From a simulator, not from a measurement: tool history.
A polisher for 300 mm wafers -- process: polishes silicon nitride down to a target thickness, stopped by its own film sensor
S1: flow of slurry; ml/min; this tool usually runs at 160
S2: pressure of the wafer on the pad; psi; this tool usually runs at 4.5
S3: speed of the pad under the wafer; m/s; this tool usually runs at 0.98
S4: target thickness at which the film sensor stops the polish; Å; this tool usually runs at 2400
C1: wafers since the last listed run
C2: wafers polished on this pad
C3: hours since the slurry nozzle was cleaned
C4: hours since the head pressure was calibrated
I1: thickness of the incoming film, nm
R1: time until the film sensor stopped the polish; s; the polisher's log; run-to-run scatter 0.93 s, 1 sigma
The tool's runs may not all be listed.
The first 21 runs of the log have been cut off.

{"run": 22, "hour": 1509.5, "S1": 160, "S2": 3.6, "S3": 0.78, "S4": 2400, "C1": 456, "C2": 1382, "C3": 345.6, "C4": 162.0, "I1": 529.7, "R1": 168.9}
{"run": 23, "hour": 1723.7, "S1": 160, "S2": 4.5, "S3": 0.98, "S4": 2400, "C1": 1121, "C2": 2504, "C3": 559.8, "C4": 376.2, "I1": 523.9, "R1": 115.3}
{"run": 24, "hour": 1770.7, "S1": 160, "S2": 5.5, "S3": 0.98, "S4": 2400, "C1": 246, "C2": 2750, "C3": 606.8, "C4": 423.2, "I1": 531.7, "R1": 96.7}
{"run": 25, "hour": 1810.1, "S1": 125, "S2": 4.5, "S3": 0.98, "S4": 2400, "C1": 206, "C2": 2956, "C3": 646.2, "C4": 462.6, "I1": 539.9, "R1": 133.5}
{"run": 26, "hour": 1886.0, "S1": 145, "S2": 4.5, "S3": 1.26, "S4": 3360, "C1": 397, "C2": 3353, "C3": 722.1, "C4": 538.5, "I1": 520.6, "R1": 67.4}
{"run": 27, "hour": 1925.1, "S1": 160, "S2": 4.5, "S3": 0.98, "S4": 2400, "C1": 204, "C2": 3558, "C3": 761.2, "C4": 577.6, "I1": 528.9, "R1": 119.6}
{"hour": 1931.6, "done": "worn pad replaced by a new one"}
{"run": 28, "hour": 1990.2, "S1": 160, "S2": 4.5, "S3": 1.24, "S4": 1660, "C1": 319, "C2": 306, "C3": 826.3, "C4": 642.7, "I1": 529.0, "R1": 129.9}
{"hour": 2075.4, "done": "slurry nozzle cleaned"}
{"run": 29, "hour": 2085.6, "S1": 125, "S2": 4.5, "S3": 0.98, "S4": 2830, "C1": 494, "C2": 800, "C3": 10.2, "C4": 738.1, "I1": 529.0, "R1": 102.4}

Run 30 is up next; what results do you expect?
{"hour": 2148.6, "done": "head pressure recalibrated"}
{"run": 30, "hour": 2176.6, "S1": 160, "S2": 4.5, "S3": 0.98, "S4": 2400, "C1": 465, "C2": 1266, "C3": 101.2, "C4": 28.0, "I1": 528.1, "R1": "?"}

R1: 115.9 s
With the hidden condition absent and the run-to-run variation left alone, this run would have shown R1 115.1 s.
